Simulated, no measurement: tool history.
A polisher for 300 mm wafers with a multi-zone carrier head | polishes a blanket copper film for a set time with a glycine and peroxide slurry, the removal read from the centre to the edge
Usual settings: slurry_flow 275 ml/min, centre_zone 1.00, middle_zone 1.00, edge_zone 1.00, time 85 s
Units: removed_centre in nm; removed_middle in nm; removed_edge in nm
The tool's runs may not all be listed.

run	hour	slurry_flow	centre_zone	middle_zone	edge_zone	time	incoming thickness of the incoming film, nm	removed_centre	removed_middle	removed_edge
1	0.0	275	1.00	1.00	1.00	85	1770.3	622.3	638.7	631.0
# hour 10.1: worn pad replaced by a new one
2	33.7	275	1.00	1.00	1.00	85	1791.5	618.1	622.4	649.1
3	51.4	275	1.00	1.00	1.00	85	1748.2	614.6	626.8	642.2
4	63.6	275	1.00	1.00	1.00	85	1777.2	601.9	622.6	635.9
5	95.6	275	1.00	1.00	1.00	85	1737.9	610.1	624.0	639.9
# hour 109.0: worn pad replaced by a new one
6	112.9	275	1.00	1.00	1.00	85	1770.6	604.3	622.9	621.1
7	139.2	255	1.00	1.00	1.00	85	1785.0	588.7	601.4	609.9
8	157.5	255	1.00	1.00	1.00	85	1758.1	580.1	592.8	618.1
# hour 164.2: slurry nozzle cleaned
# hour 171.2: edge zone pressure recalibrated
9	171.7	275	1.00	1.00	1.00	85	1758.0	646.3	640.9	651.9
10	202.1	275	1.00	1.00	1.00	85	1752.7	641.7	656.2	653.3
# hour 206.2: worn pad replaced by a new one
# hour 220.3: carrier head's membrane replaced by a new one
11	227.0	300	1.00	1.00	1.00	61	1757.1	469.2	468.9	482.8
# hour 258.2: centre zone pressure recalibrated
12	259.2	215	1.00	0.91	1.00	85	1793.7	610.3	578.5	648.6
13	282.9	215	1.00	0.91	1.00	85	1776.0	615.0	582.4	633.2
# hour 310.6: worn pad replaced by a new one, of another model than before
14	313.8	275	0.88	1.10	1.05	85	1754.8	552.7	707.4	659.4
15	332.1	275	1.00	1.00	1.00	85	1747.9	639.5	640.8	649.9
16	366.1	355	1.00	1.00	1.00	85	1736.7	659.6	674.7	670.0
17	384.9	190	1.00	1.00	0.94	85	1770.1	571.0	577.5	591.4
18	405.7	275	1.00	1.00	1.00	85	1754.6	638.2	644.0	655.6
# hour 412.2: worn pad replaced by a new one
19	431.9	180	1.07	1.08	1.00	85	1740.5	583.2	601.5	597.8
20	458.1	275	1.00	1.00	1.00	85	1762.1	629.1	635.5	650.9

Some steps in removed_centre between neighbouring runs. How much of each would the tool show without its hidden state too (settings, what came in, random variation), and how much is left for the hidden state, with any gauge scatter that isn't in both results?
The hidden state here: removal rate lost through wear of the pad, %; slurry flow missing at the pad, %; deviation of the centre zone's pressure from its setpoint, %; deviation of the edge zone's pressure from its setpoint, %.
Run 8 -> 9: slurry_flow 255 -> 275, slurry nozzle cleaned, edge zone pressure recalibrated. removed_centre +66.2 nm: hidden state +52.6, all else +13.6.
Run 10 -> 11: slurry_flow 275 -> 300, time 85 -> 61, worn pad replaced by a new one, carrier head's membrane replaced by a new one. removed_centre -172.5 nm: hidden state +0.0, all else -172.5.
Run 11 -> 12: slurry_flow 300 -> 215, middle_zone 1.00 -> 0.91, time 61 -> 85, centre zone pressure recalibrated. removed_centre +141.1 nm: hidden state -1.1, all else +142.2.
Run 18 -> 19: slurry_flow 275 -> 180, centre_zone 1.00 -> 1.07, middle_zone 1.00 -> 1.08, worn pad replaced by a new one. removed_centre -55.0 nm: hidden state -14.1, all else -40.9.
